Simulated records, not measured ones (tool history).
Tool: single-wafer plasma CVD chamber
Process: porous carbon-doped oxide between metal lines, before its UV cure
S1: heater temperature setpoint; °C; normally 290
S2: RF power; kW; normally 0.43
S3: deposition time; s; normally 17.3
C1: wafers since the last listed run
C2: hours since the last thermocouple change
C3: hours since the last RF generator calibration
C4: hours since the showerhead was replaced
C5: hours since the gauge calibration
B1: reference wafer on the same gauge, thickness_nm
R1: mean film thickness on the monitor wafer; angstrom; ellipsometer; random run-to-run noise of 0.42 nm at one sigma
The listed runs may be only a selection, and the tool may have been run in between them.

run,hour,S1,S2,S3,C1,C2,C3,C4,C5,B1,R1
1,0,290,0.43,18.1,0,1116.4,777.3,3043.5,619.5,73.144,857.12
2,86.1,290,0.43,18.1,3113,1202.5,863.4,3129.6,705.6,73.166,856.96
3,155.3,290,0.45,17.3,2502,1271.7,932.6,3198.8,774.8,73.193,835.24
4,239.4,290,0.45,17.3,3040,1355.8,1016.7,3282.9,858.9,73.313,837.55
5,329.7,290,0.45,17.3,3264,1446.1,1107,3373.2,949.2,73.222,845.63
6,375.6,290,0.43,17.3,1659,1492,1152.9,3419.1,995.1,73.184,810.97
7,446.5,290,0.43,17.3,2563,1562.9,1223.8,3490,1066,73.29,808.33
8,489.1,290,0.43,17.3,1540,1605.5,1266.4,3532.6,1108.6,73.053,810.36
9,573.7,290,0.43,17.3,3058,1690.1,1351,3617.2,1193.2,73.248,813.25
10,642.9,290,0.43,17.3,2502,1759.3,1420.2,3686.4,1262.4,73.227,799.89
# hour 651.7: showerhead replaced
11,686.7,290,0.41,18.2,1294,1803.1,1464,35,1306.2,73.087,812.69
# hour 697.5: RF generator calibrated
12,726.5,290,0.43,17.3,1149,1842.9,29,74.8,1346,73.206,794.69
13,779.9,285,0.495,15.4,1930,1896.3,82.4,128.2,1399.4,73.178,811.1

Run 14 comes next. What will it give?
14,836.8,290,0.43,17.3,2057,1953.2,139.3,185.1,1456.3,?,?

{"run 14": {"B1": 73.204, "R1": 783.16}}
On a tool with no hidden condition, and with the same random variation, this run would have come out at R1 817.41 angstrom.
